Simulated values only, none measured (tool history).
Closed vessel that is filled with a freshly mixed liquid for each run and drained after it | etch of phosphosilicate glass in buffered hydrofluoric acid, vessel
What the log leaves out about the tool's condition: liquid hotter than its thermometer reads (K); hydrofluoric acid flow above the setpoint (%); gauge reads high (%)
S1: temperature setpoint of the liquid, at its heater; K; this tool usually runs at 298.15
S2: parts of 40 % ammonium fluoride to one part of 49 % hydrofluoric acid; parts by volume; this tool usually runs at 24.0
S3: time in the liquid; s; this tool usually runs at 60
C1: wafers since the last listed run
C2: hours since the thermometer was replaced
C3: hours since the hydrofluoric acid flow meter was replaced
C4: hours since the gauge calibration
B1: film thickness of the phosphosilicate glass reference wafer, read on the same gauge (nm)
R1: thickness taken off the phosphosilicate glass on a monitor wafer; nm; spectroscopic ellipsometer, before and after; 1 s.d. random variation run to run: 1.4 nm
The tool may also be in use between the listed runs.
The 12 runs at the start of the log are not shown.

run,hour,S1,S2,S3,C1,C2,C3,C4,B1,R1
# hour 752.2: gauge calibrated
13,772.0,298.15,24.0,60,4087,285.5,948.6,19.8,50.00,167.31
14,820.3,295.15,17.0,30,3380,333.8,996.9,68.1,49.98,95.50
15,863.3,298.15,24.0,60,3009,376.8,1039.9,111.1,50.05,166.54
16,895.8,298.15,24.0,60,2274,409.3,1072.4,143.6,50.04,167.80
17,924.4,302.15,19.0,30,2001,437.9,1101.0,172.2,49.97,122.32
18,985.1,298.15,18.5,60,4248,498.6,1161.7,232.9,50.03,202.92
19,1023.1,301.15,20.5,40,2659,536.6,1199.7,270.9,49.99,144.37
20,1090.0,298.15,24.0,60,4682,603.5,1266.6,337.8,49.99,167.91
21,1126.4,298.15,15.0,60,2547,639.9,1303.0,374.2,50.01,252.38
# hour 1176.3: hydrofluoric acid flow meter replaced
22,1231.8,298.15,24.0,60,7306,745.3,55.5,479.6,50.02,167.35
23,1317.1,298.15,24.0,30,5970,830.6,140.8,564.9,50.01,85.52
24,1363.9,296.65,24.0,60,3275,877.4,187.6,611.7,50.01,154.85
25,1400.7,296.15,24.0,90,2575,914.2,224.4,648.5,49.99,224.50
26,1458.6,298.15,24.0,60,4052,972.1,282.3,706.4,49.99,169.23
27,1514.9,296.65,20.5,30,3940,1028.4,338.6,762.7,49.97,88.82
28,1582.1,301.65,30.0,90,4703,1095.6,405.8,829.9,50.02,260.16
29,1617.5,298.15,24.0,60,2477,1131.0,441.2,865.3,49.99,168.46
30,1662.2,295.65,24.0,60,3128,1175.7,485.9,910.0,50.01,146.40
31,1714.3,302.15,15.5,60,3646,1227.8,538.0,962.1,50.02,309.09

Predict each of these 5 candidate next runs independently; none follows another, all start after run 31:
A,1715.0,298.15,24.0,60,48,1228.5,538.7,962.8,?,?
B,1715.0,300.65,16.0,60,48,1228.5,538.7,962.8,?,?
C,1715.0,302.65,28.5,60,48,1228.5,538.7,962.8,?,?
D,1715.0,301.65,20.0,50,48,1228.5,538.7,962.8,?,?
E,1715.0,296.65,21.5,40,48,1228.5,538.7,962.8,?,?

run,B1,R1
A,49.99,169.77
B,49.99,274.09
C,49.99,192.17
D,49.99,193.43
E,49.99,112.49
With no hidden state in the tool, these same runs would have given:
run,R1
A,163.42
B,264.05
C,185.14
D,186.37
E,108.25

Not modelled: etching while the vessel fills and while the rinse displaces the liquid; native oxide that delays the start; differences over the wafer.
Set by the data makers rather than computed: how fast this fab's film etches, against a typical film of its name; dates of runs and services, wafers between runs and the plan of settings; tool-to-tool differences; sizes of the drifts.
